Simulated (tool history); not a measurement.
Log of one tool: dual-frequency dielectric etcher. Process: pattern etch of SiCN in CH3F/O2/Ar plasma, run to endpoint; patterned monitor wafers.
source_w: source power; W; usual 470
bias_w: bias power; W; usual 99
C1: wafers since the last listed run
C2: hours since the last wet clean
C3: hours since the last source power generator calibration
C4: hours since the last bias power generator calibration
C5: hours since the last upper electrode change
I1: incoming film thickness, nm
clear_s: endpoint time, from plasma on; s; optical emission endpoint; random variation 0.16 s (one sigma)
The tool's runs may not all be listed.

run 1 hour=0 | source_w=470 bias_w=99 | C1=0 C2=110.3 C3=3416.5 C4=62.7 C5=4099.3 | I1=8.55 | clear_s=17.3
run 2 hour=64.9 | source_w=470 bias_w=99 | C1=805 C2=175.2 C3=3481.4 C4=127.6 C5=4164.2 | I1=8.57 | clear_s=17.2
run 3 hour=134.6 | source_w=470 bias_w=91 | C1=864 C2=244.9 C3=3551.1 C4=197.3 C5=4233.9 | I1=8.56 | clear_s=18.3
run 4 hour=204 | source_w=470 bias_w=91 | C1=860 C2=314.3 C3=3620.5 C4=266.7 C5=4303.3 | I1=8.64 | clear_s=18.4
run 5 hour=275.3 | source_w=370 bias_w=99 | C1=884 C2=385.6 C3=3691.8 C4=338 C5=4374.6 | I1=8.55 | clear_s=19.4
-- hour=331.3 upper electrode replaced
run 6 hour=331.8 | source_w=380 bias_w=99 | C1=403 C2=442.1 C3=3748.3 C4=394.5 C5=0.5 | I1=8.59 | clear_s=19.6
run 7 hour=355.3 | source_w=380 bias_w=99 | C1=291 C2=465.6 C3=3771.8 C4=418 C5=24 | I1=8.66 | clear_s=19.2
-- hour=433.2 wet clean of the chamber
run 8 hour=433.7 | source_w=470 bias_w=99 | C1=674 C2=0.5 C3=3850.2 C4=496.4 C5=102.4 | I1=8.62 | clear_s=17.5
run 9 hour=479.8 | source_w=470 bias_w=99 | C1=571 C2=46.6 C3=3896.3 C4=542.5 C5=148.5 | I1=8.58 | clear_s=17.1
run 10 hour=530.7 | source_w=470 bias_w=99 | C1=631 C2=97.5 C3=3947.2 C4=593.4 C5=199.4 | I1=8.61 | clear_s=17.5
run 11 hour=567.6 | source_w=420 bias_w=110 | C1=457 C2=134.4 C3=3984.1 C4=630.3 C5=236.3 | I1=8.69 | clear_s=17.3
-- hour=720.4 source power generator calibrated
run 12 hour=757.7 | source_w=420 bias_w=110 | C1=2308 C2=324.5 C3=37.3 C4=820.4 C5=426.4 | I1=8.65 | clear_s=17.4
run 13 hour=785.7 | source_w=550 bias_w=91 | C1=347 C2=352.5 C3=65.3 C4=848.4 C5=454.4 | I1=8.67 | clear_s=16.9
run 14 hour=853.7 | source_w=550 bias_w=91 | C1=843 C2=420.5 C3=133.3 C4=916.4 C5=522.4 | I1=8.63 | clear_s=17.1
-- hour=915.7 wet clean of the chamber
run 15 hour=916.2 | source_w=470 bias_w=99 | C1=477 C2=0.5 C3=195.8 C4=978.9 C5=584.9 | I1=8.55 | clear_s=17.5
run 16 hour=1086.5 | source_w=540 bias_w=99 | C1=2112 C2=170.8 C3=366.1 C4=1149.2 C5=755.2 | I1=8.57 | clear_s=16.4
run 17 hour=1132.3 | source_w=470 bias_w=99 | C1=568 C2=216.6 C3=411.9 C4=1195 C5=801 | I1=8.59 | clear_s=17.3
run 18 hour=1195.3 | source_w=470 bias_w=99 | C1=781 C2=279.6 C3=474.9 C4=1258 C5=864 | I1=8.61 | clear_s=17.3
run 19 hour=1227 | source_w=420 bias_w=77 | C1=393 C2=311.3 C3=506.6 C4=1289.7 C5=895.7 | I1=8.54 | clear_s=20.9
run 20 hour=1274.8 | source_w=470 bias_w=99 | C1=592 C2=359.1 C3=554.4 C4=1337.5 C5=943.5 | I1=8.61 | clear_s=17.7
run 21 hour=1311.9 | source_w=370 bias_w=89 | C1=460 C2=396.2 C3=591.5 C4=1374.6 C5=980.6 | I1=8.57 | clear_s=20.3
run 22 hour=1350.2 | source_w=470 bias_w=118 | C1=475 C2=434.5 C3=629.8 C4=1412.9 C5=1018.9 | I1=8.48 | clear_s=15.6
run 23 hour=1405.4 | source_w=410 bias_w=84 | C1=684 C2=489.7 C3=685 C4=1468.1 C5=1074.1 | I1=8.66 | clear_s=20.1
-- hour=1480.7 wet clean of the chamber
run 24 hour=1481.2 | source_w=440 bias_w=111 | C1=642 C2=0.5 C3=760.8 C4=1543.9 C5=1149.9 | I1=8.66 | clear_s=17.4
-- hour=1505 bias power generator calibrated
run 25 hour=1523.6 | source_w=470 bias_w=99 | C1=476 C2=42.9 C3=803.2 C4=18.6 C5=1192.3 | I1=8.61 | clear_s=17.5
run 26 hour=1584.8 | source_w=540 bias_w=84 | C1=759 C2=104.1 C3=864.4 C4=79.8 C5=1253.5 | I1=8.57 | clear_s=17.3
run 27 hour=1627.7 | source_w=580 bias_w=113 | C1=532 C2=147 C3=907.3 C4=122.7 C5=1296.4 | I1=8.64 | clear_s=14.6
run 28 hour=1690.4 | source_w=360 bias_w=118 | C1=777 C2=209.7 C3=970 C4=185.4 C5=1359.1 | I1=8.61 | clear_s=18.3
run 29 hour=1737.7 | source_w=380 bias_w=110 | C1=586 C2=257 C3=1017.3 C4=232.7 C5=1406.4 | I1=8.69 | clear_s=18.3
run 30 hour=1805.8 | source_w=580 bias_w=84 | C1=844 C2=325.1 C3=1085.4 C4=300.8 C5=1474.5 | I1=8.58 | clear_s=17.2
run 31 hour=1854.8 | source_w=470 bias_w=99 | C1=607 C2=374.1 C3=1134.4 C4=349.8 C5=1523.5 | I1=8.49 | clear_s=17.2
run 32 hour=1887.2 | source_w=360 bias_w=85 | C1=401 C2=406.5 C3=1166.8 C4=382.2 C5=1555.9 | I1=8.64 | clear_s=21.3
run 33 hour=1940.2 | source_w=400 bias_w=107 | C1=657 C2=459.5 C3=1219.8 C4=435.2 C5=1608.9 | I1=8.54 | clear_s=17.8
-- hour=1981.1 wet clean of the chamber
run 34 hour=2004.4 | source_w=470 bias_w=99 | C1=498 C2=23.3 C3=1284 C4=499.4 C5=1673.1 | I1=8.6 | clear_s=17.6

Run 35 comes next. What will it give?
run 35 hour=2072.1 | source_w=470 bias_w=90 | C1=839 C2=91 C3=1351.7 C4=567.1 C5=1740.8 | I1=8.63 | clear_s=?

Run 35 gave clear_s 18.5 s.
Without the tool's hidden state the same run would have given clear_s 18.5 s.
